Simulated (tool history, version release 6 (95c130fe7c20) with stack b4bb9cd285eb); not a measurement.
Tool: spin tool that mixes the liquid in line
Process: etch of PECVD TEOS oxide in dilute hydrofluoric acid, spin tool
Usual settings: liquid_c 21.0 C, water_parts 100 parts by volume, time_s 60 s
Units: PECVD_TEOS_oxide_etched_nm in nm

run	hour	liquid_c	water_parts	time_s	read-back film thickness of the PECVD TEOS oxide reference wafer, read on the same gauge (nm)	PECVD_TEOS_oxide_etched_nm
1	0.0	18.0	70	60	80.00	12.30
2	14.0	21.0	100	60	80.00	9.38
3	27.5	21.0	100	60	79.98	9.48
4	40.8	21.0	100	60	79.99	9.50
5	57.9	21.0	100	60	80.01	9.39
6	75.4	21.0	100	60	80.00	9.44
7	89.1	18.5	100	60	80.01	8.42
8	100.0	18.5	100	60	80.01	8.58
9	113.2	18.5	100	60	80.01	8.47
10	128.0	17.5	100	60	80.00	8.13
11	134.6	17.5	100	60	80.02	8.14
12	151.8	21.0	80	35	79.97	7.04
13	163.8	21.0	80	35	80.02	7.09
14	216.1	21.0	100	60	80.01	9.37
15	223.6	17.0	100	30	80.02	3.98
16	234.2	21.0	125	30	79.99	3.66
17	242.1	21.0	100	60	80.02	9.39
18	259.4	18.5	100	60	80.00	8.56
19	271.5	25.0	125	90	80.01	12.83
20	288.7	24.0	100	60	80.02	10.67
21	303.5	21.0	100	60	80.00	9.38
22	313.6	17.0	65	60	80.01	12.69
23	330.3	18.0	85	60	79.96	9.99
24	343.7	21.0	100	60	80.01	9.38
25	351.9	21.0	100	50	80.05	7.89
26	366.0	21.0	55	35	80.00	10.53
27	378.3	17.5	60	75	80.00	17.57
28	392.8	21.0	70	40	79.96	9.25
29	437.4	21.0	100	60	80.05	9.45
30	477.2	17.0	140	40	80.00	3.67
31	487.6	21.0	100	60	80.00	9.44
32	502.2	23.5	125	60	79.99	8.03
33	510.0	21.0	100	60	79.97	9.39

Not shown: 3 entries that the log had between the listed runs. Between which runs, and how does the tool's hidden state differ before and after?
Between runs 22 and 23: hydrofluoric acid flow meter replaced (hour 319.7)
  no hidden state differs between the two runs
Between runs 26 and 27: thermometer replaced (hour 372.0)
  no hidden state differs between the two runs
Between runs 27 and 28: gauge calibrated (hour 382.1)
  no hidden state differs between the two runs

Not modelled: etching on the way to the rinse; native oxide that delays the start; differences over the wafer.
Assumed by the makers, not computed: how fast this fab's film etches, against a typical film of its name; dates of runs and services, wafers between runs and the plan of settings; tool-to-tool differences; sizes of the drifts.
